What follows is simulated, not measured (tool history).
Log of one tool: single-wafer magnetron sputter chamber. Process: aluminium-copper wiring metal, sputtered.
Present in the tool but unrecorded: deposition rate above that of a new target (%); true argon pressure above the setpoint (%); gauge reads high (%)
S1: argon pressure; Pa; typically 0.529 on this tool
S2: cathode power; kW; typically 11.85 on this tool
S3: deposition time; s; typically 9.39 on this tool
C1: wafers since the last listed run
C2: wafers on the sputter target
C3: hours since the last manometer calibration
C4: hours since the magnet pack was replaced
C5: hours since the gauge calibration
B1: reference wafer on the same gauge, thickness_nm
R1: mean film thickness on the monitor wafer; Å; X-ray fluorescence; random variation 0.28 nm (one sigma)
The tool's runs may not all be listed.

| run | hour | S1 | S2 | S3 | C1 | C2 | C3 | C4 | C5 | B1 | R1 |
|---|---|---|---|---|---|---|---|---|---|---|---|
| 1 | 0 | 0.529 | 13.45 | 9.92 | 0 | 998 | 2593.3 | 8176.9 | 41.4 | 185.953 | 2136.18 |
| 2 | 14 | 0.529 | 13.45 | 9.92 | 297 | 1296 | 2607.3 | 8190.9 | 55.4 | 186.167 | 2134.28 |
| 3 | 24.1 | 0.529 | 13.45 | 9.92 | 214 | 1510 | 2617.4 | 8201 | 65.5 | 186.004 | 2131.78 |
| 4 | 37.1 | 0.676 | 11.85 | 8.57 | 275 | 1786 | 2630.4 | 8214 | 78.5 | 186.018 | 1489.53 |
| 5 | 46.6 | 0.676 | 11.85 | 8.57 | 201 | 1987 | 2639.9 | 8223.5 | 88 | 186.051 | 1487.7 |
| 6 | 53.9 | 0.529 | 11.85 | 9.39 | 154 | 2142 | 2647.2 | 8230.8 | 95.3 | 186.125 | 1781.33 |
| 7 | 69 | 0.529 | 11.85 | 9.39 | 320 | 2463 | 2662.3 | 8245.9 | 110.4 | 185.978 | 1776.94 |
| 8 | 103 | 0.529 | 11.85 | 9.39 | 721 | 3185 | 2696.3 | 8279.9 | 144.4 | 185.946 | 1771.44 |
|  | 111.9 | capacitance manometer re-zeroed and calibrated |
| 9 | 112.4 | 0.529 | 11.85 | 9.94 | 29 | 3214 | 0.5 | 8289.3 | 153.8 | 186.105 | 1972.77 |
| 10 | 124.4 | 0.529 | 12.8 | 9.39 | 254 | 3469 | 12.5 | 8301.3 | 165.8 | 185.953 | 2007.38 |
|  | 144.6 | sputter target and shields replaced |
| 11 | 145.1 | 0.529 | 11.85 | 9.39 | 269 | 10 | 33.2 | 8322 | 186.5 | 186.01 | 1878.94 |
| 12 | 149.6 | 0.529 | 11.85 | 9.39 | 95 | 105 | 37.7 | 8326.5 | 191 | 186.014 | 1878.08 |
| 13 | 166.3 | 0.529 | 11.85 | 10.79 | 354 | 460 | 54.4 | 8343.2 | 207.7 | 186.036 | 2150.07 |
| 14 | 173.5 | 0.529 | 11.85 | 10.79 | 152 | 612 | 61.6 | 8350.4 | 214.9 | 186.087 | 2151.02 |
|  | 175.5 | gauge calibrated |
| 15 | 180.1 | 0.529 | 11.85 | 9.39 | 140 | 752 | 68.2 | 8357 | 4.6 | 186.068 | 1874.27 |
|  | 197.9 | magnet pack replaced |
| 16 | 198.4 | 0.529 | 11.85 | 9.39 | 218 | 971 | 86.5 | 0.5 | 22.9 | 186.082 | 1867.26 |
| 17 | 204.5 | 0.529 | 11.85 | 9.39 | 129 | 1101 | 92.6 | 6.6 | 29 | 186.095 | 1868.23 |
| 18 | 215.1 | 0.659 | 10.75 | 9.39 | 224 | 1326 | 103.2 | 17.2 | 39.6 | 186.048 | 1589.52 |
| 19 | 231.9 | 0.529 | 11.85 | 9.39 | 356 | 1682 | 120 | 34 | 56.4 | 185.915 | 1865 |
| 20 | 247.7 | 0.641 | 13.5 | 11.26 | 335 | 2018 | 135.8 | 49.8 | 72.2 | 185.986 | 2384.46 |
| 21 | 262.9 | 0.356 | 11.85 | 8.7 | 322 | 2340 | 151 | 65 | 87.4 | 186.073 | 1897.98 |
| 22 | 276.3 | 0.443 | 8.95 | 8.74 | 284 | 2625 | 164.4 | 78.4 | 100.8 | 185.983 | 1386.1 |
| 23 | 288.2 | 0.449 | 10.4 | 10.87 | 252 | 2877 | 176.3 | 90.3 | 112.7 | 185.926 | 1980.53 |
| 24 | 298.4 | 0.457 | 11.85 | 10.15 | 216 | 3094 | 186.5 | 100.5 | 122.9 | 185.988 | 2087.94 |
| 25 | 310 | 0.653 | 13.3 | 9.39 | 246 | 3340 | 198.1 | 112.1 | 134.5 | 185.991 | 1950.07 |
| 26 | 326.6 | 0.529 | 11.85 | 9.39 | 352 | 3692 | 214.7 | 128.7 | 151.1 | 186.011 | 1864.65 |
|  | 343.9 | sputter target and shields replaced |
| 27 | 344.4 | 0.529 | 14.05 | 9.39 | 208 | 11 | 232.5 | 146.5 | 168.9 | 186.091 | 2211.58 |
| 28 | 347.7 | 0.613 | 11.85 | 11.01 | 70 | 81 | 235.8 | 149.8 | 172.2 | 185.9 | 2099.7 |
| 29 | 364.5 | 0.334 | 9.75 | 8.6 | 356 | 438 | 252.6 | 166.6 | 189 | 186.045 | 1582.84 |

Measured minus without-hidden-state, run by run (identical run-to-run variation in each term; gauge scatter may differ):
| run | R1 |
|---|---|
| 1 | -109.51 |
| 2 | -113.11 |
| 3 | -115.36 |
| 4 | -99.88 |
| 5 | -101.19 |
| 6 | -101.36 |
| 7 | -103.22 |
| 8 | -106.94 |
| 9 | -24.09 |
| 10 | -24.97 |
| 11 | -0.58 |
| 12 | -2.01 |
| 13 | -7.56 |
| 14 | -9.5 |
| 15 | -9.69 |
| 16 | -12.98 |
| 17 | -13.93 |
| 18 | -13.19 |
| 19 | -17.34 |
| 20 | -24.19 |
| 21 | -20.16 |
| 22 | -15.44 |
| 23 | -22.76 |
| 24 | -24.55 |
| 25 | -23.73 |
| 26 | -23.13 |
| 27 | -7.55 |
| 28 | -8.53 |
| 29 | -10.02 |

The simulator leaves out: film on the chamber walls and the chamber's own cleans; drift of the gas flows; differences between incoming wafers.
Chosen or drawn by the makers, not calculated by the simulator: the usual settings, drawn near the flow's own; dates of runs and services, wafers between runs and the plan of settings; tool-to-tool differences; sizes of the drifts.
